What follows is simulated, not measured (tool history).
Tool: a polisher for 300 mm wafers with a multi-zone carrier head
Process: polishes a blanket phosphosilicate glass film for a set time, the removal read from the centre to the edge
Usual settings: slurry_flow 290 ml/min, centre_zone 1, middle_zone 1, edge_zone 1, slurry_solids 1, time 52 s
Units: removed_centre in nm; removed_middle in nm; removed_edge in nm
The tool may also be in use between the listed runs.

run,hour,slurry_flow,centre_zone,middle_zone,edge_zone,slurry_solids,time,wafers since the last listed run,wafers polished on this pad,hours since the slurry nozzle was cleaned,hours since the centre zone pressure was calibrated,hours since the edge zone pressure was calibrated,hours since the carrier head's membrane was replaced,"incoming thickness of the incoming film, nm",removed_centre,removed_middle,removed_edge
1,0,290,1,1,1,1,52,0,1906,609.8,716.3,528.5,1276.1,1943.5,477.3,461.1,460.5
# hour 55: slurry nozzle cleaned
2,75.5,290,1,1,1,1,52,549,2455,20.5,791.8,604,1351.6,1943.2,479.1,451.3,454.1
# hour 131.6: carrier head's membrane replaced by a new one
3,145.3,290,1,1,1,1,52,478,2934,90.3,861.6,673.8,13.7,1925.2,480.3,459.1,450.2
4,227.8,290,1,1,1,1,52,608,3542,172.8,944.1,756.3,96.2,1950.9,489.8,460.2,463.6
# hour 257.8: worn pad replaced by a new one
5,306.1,290,1,1,1,1,52,548,356,251.1,1022.4,834.6,174.5,1937.2,494.3,461.4,452.8
6,382.1,355,1,0.94,1.09,0.85,52,560,917,327.1,1098.4,910.6,250.5,1905.5,474.7,418.7,449.6
# hour 448.6: centre zone pressure recalibrated
7,449.1,290,1.08,1,0.96,0.8,62,479,1396,394.1,0.5,977.6,317.5,1948.9,551.5,494.1,489.8
8,504.9,290,1,1,0.89,1,52,411,1808,449.9,56.3,1033.4,373.3,1979.9,472.6,457.5,430.8
9,589,290,1.11,1,1,1,52,620,2429,534,140.4,1117.5,457.4,1943.6,508.4,457.7,454.4
10,636.3,355,1,0.94,1,1,52,349,2778,581.3,187.7,1164.8,504.7,1946.3,480.1,445.1,468.9
11,700,290,0.92,0.92,1.08,1,52,470,3248,645,251.4,1228.5,568.4,1944.8,421.1,422.7,471.7
# hour 779.6: worn pad replaced by a new one
# hour 818.4: edge zone pressure recalibrated
# hour 875: slurry nozzle cleaned
12,975.8,290,1,1,1,1,52,1983,1425,100.8,527.2,157.4,844.2,1942.2,474.4,465.4,457.1
13,1022,290,0.92,1,0.94,1,52,340,1766,147,573.4,203.6,890.4,1950.5,434.2,460.9,447.8
14,1113.6,225,1,1,1,1,57,675,2442,238.6,665,295.2,982,1970.3,502.7,493.7,488.9
15,1215.1,290,1,1,1,1,52,749,3191,340.1,766.5,396.7,1083.5,1923.6,488.4,461.6,453.8
# hour 1263.4: worn pad replaced by a new one
16,1298,290,1,1,1,1,52,582,255,423,849.4,479.6,1166.4,1955,489.6,455.9,457.3
17,1355.3,290,1,1,1,0.75,52,422,678,480.3,906.7,536.9,1223.7,1969.6,432.2,404.2,399.5
18,1438.6,290,1,1,0.88,1,46,614,1293,563.6,990,620.2,1307,1957.3,439.3,414.5,382.1
19,1494,290,1,1,1,1,52,408,1701,619,1045.4,675.6,1362.4,1953.4,497.8,465.8,452

Run 20 comes next. What will it give?
20,1558,290,1.06,1.12,1,0.8,52,472,2174,683,1109.4,739.6,1426.4,1961.7,?,?,?

removed_centre: 489 nm
removed_middle: 462.1 nm
removed_edge: 419.7 nm
Without the tool's hidden state the same run would have given removed_centre 445.1 nm, removed_middle 462.3 nm, removed_edge 419.7 nm.
